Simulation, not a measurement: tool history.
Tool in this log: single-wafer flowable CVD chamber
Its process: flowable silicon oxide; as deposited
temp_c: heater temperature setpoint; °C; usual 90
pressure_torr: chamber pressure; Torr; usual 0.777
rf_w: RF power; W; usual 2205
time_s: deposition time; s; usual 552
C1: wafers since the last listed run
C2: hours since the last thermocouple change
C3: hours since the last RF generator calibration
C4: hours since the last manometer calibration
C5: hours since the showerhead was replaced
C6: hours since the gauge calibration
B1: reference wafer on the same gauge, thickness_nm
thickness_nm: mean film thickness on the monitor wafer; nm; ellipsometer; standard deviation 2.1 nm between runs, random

Run 1, hour 0: usual settings; C1 0; C2 2120.8; C3 2049.1; C4 595.7; C5 3330.8; C6 531.3; B1 558.101. Result: thickness_nm 522.33 nm.
Run 2, hour 31: usual settings; C1 102; C2 2151.8; C3 2080.1; C4 626.7; C5 3361.8; C6 562.3; B1 557.814. Result: thickness_nm 522.986 nm.
Run 3, hour 50.4: usual settings; C1 63; C2 2171.2; C3 2099.5; C4 646.1; C5 3381.2; C6 581.7; B1 558.138. Result: thickness_nm 523.7 nm.
Run 4, hour 71.5: usual settings but time_s 521 s; C1 69; C2 2192.3; C3 2120.6; C4 667.2; C5 3402.3; C6 602.8; B1 557.689. Result: thickness_nm 499.915 nm.
Run 5, hour 85.3: usual settings but time_s 638 s; C1 45; C2 2206.1; C3 2134.4; C4 681; C5 3416.1; C6 616.6; B1 557.476. Result: thickness_nm 606.021 nm.
Run 6, hour 106.9: usual settings but time_s 638 s; C1 71; C2 2227.7; C3 2156; C4 702.6; C5 3437.7; C6 638.2; B1 558.324. Result: thickness_nm 608.209 nm.
Run 7, hour 128.3: usual settings but time_s 638 s; C1 70; C2 2249.1; C3 2177.4; C4 724; C5 3459.1; C6 659.6; B1 558.167. Result: thickness_nm 609.619 nm.
Run 8, hour 141.2: usual settings; C1 42; C2 2262; C3 2190.3; C4 736.9; C5 3472; C6 672.5; B1 557.806. Result: thickness_nm 529.471 nm.
Run 9, hour 164: usual settings; C1 75; C2 2284.8; C3 2213.1; C4 759.7; C5 3494.8; C6 695.3; B1 557.776. Result: thickness_nm 525.978 nm.
Run 10, hour 184.3: usual settings; C1 66; C2 2305.1; C3 2233.4; C4 780; C5 3515.1; C6 715.6; B1 557.684. Result: thickness_nm 525.317 nm.
At hour 196.5: gauge calibrated.
Run 11, hour 198: usual settings but temp_c 81 °C, pressure_torr 0.911 Torr; C1 45; C2 2318.8; C3 2247.1; C4 793.7; C5 3528.8; C6 1.5; B1 558.003. Result: thickness_nm 801.766 nm.
Run 12, hour 212.8: usual settings but temp_c 86 °C, pressure_torr 0.71 Torr; C1 48; C2 2333.6; C3 2261.9; C4 808.5; C5 3543.6; C6 16.3; B1 557.668. Result: thickness_nm 542.065 nm.
Run 13, hour 229.1: usual settings but temp_c 86 °C, pressure_torr 0.71 Torr; C1 53; C2 2349.9; C3 2278.2; C4 824.8; C5 3559.9; C6 32.6; B1 558.092. Result: thickness_nm 541.348 nm.
Run 14, hour 263: usual settings; C1 111; C2 2383.8; C3 2312.1; C4 858.7; C5 3593.8; C6 66.5; B1 557.84. Result: thickness_nm 526.181 nm.
Run 15, hour 291.9: usual settings but temp_c 86 °C, pressure_torr 0.71 Torr; C1 95; C2 2412.7; C3 2341; C4 887.6; C5 3622.7; C6 95.4; B1 557.968. Result: thickness_nm 536.7 nm.
At hour 310.6: RF generator calibrated.
Run 16, hour 313.9: usual settings; C1 46; C2 2434.7; C3 3.3; C4 909.6; C5 3644.7; C6 117.4; B1 558.197. Result: thickness_nm 522.001 nm.
At hour 328.1: capacitance manometer re-zeroed and calibrated.
Run 17, hour 328.6: usual settings but pressure_torr 0.647 Torr; C1 22; C2 2449.4; C3 18; C4 0.5; C5 3659.4; C6 132.1; B1 557.86. Result: thickness_nm 437.965 nm.
At hour 340.9: showerhead replaced.
At hour 353.7: thermocouple changed; heater temperature recalibrated.
Run 18, hour 354.2: usual settings but temp_c 95 °C; C1 31; C2 0.5; C3 43.6; C4 26.1; C5 13.3; C6 157.7; B1 558.13. Result: thickness_nm 444.19 nm.
Run 19, hour 365.5: usual settings but temp_c 104 °C, rf_w 1935 W, time_s 641 s; C1 37; C2 11.8; C3 54.9; C4 37.4; C5 24.6; C6 169; B1 558.095. Result: thickness_nm 376.238 nm.
Run 20, hour 377.6: usual settings but temp_c 104 °C, pressure_torr 0.594 Torr, rf_w 1920 W, time_s 484 s; C1 39; C2 23.9; C3 67; C4 49.5; C5 36.7; C6 181.1; B1 557.582. Result: thickness_nm 217.057 nm.
Run 21, hour 390.2: usual settings but time_s 638 s; C1 41; C2 36.5; C3 79.6; C4 62.1; C5 49.3; C6 193.7; B1 557.983. Result: thickness_nm 606.399 nm.
Run 22, hour 417.7: usual settings; C1 90; C2 64; C3 107.1; C4 89.6; C5 76.8; C6 221.2; B1 558.007. Result: thickness_nm 526.251 nm.
Run 23, hour 431.6: usual settings but temp_c 81 °C, pressure_torr 0.9 Torr, rf_w 2365 W, time_s 660 s; C1 45; C2 77.9; C3 121; C4 103.5; C5 90.7; C6 235.1; B1 558.146. Result: thickness_nm 958.973 nm.
Run 24, hour 452.6: usual settings but pressure_torr 0.704 Torr, rf_w 2020 W; C1 69; C2 98.9; C3 142; C4 124.5; C5 111.7; C6 256.1; B1 557.919. Result: thickness_nm 468.792 nm.
Run 25, hour 492.1: usual settings but temp_c 101 °C, pressure_torr 0.652 Torr, rf_w 2005 W, time_s 602 s; C1 130; C2 138.4; C3 181.5; C4 164; C5 151.2; C6 295.6; B1 558.479. Result: thickness_nm 328.74 nm.
Run 26, hour 507.2: usual settings but temp_c 105 °C, pressure_torr 0.595 Torr, time_s 606 s; C1 49; C2 153.5; C3 196.6; C4 179.1; C5 166.3; C6 310.7; B1 557.958. Result: thickness_nm 268.184 nm.
Run 27, hour 534.7: usual settings but temp_c 105 °C, pressure_torr 0.595 Torr, time_s 606 s; C1 90; C2 181; C3 224.1; C4 206.6; C5 193.8; C6 338.2; B1 558.127. Result: thickness_nm 268.79 nm.
Run 28, hour 566.2: usual settings but pressure_torr 0.933 Torr; C1 103; C2 212.5; C3 255.6; C4 238.1; C5 225.3; C6 369.7; B1 557.408. Result: thickness_nm 630.899 nm.

The tool's hidden state at each run:
wafer temperature above the value expected at the setpoint (K): 0, the same for each run
delivered RF power above the setpoint (%): 0, the same for each run
true pressure above the setpoint (%): 0, the same for each run
gauge reads high (%): 0, the same for each run

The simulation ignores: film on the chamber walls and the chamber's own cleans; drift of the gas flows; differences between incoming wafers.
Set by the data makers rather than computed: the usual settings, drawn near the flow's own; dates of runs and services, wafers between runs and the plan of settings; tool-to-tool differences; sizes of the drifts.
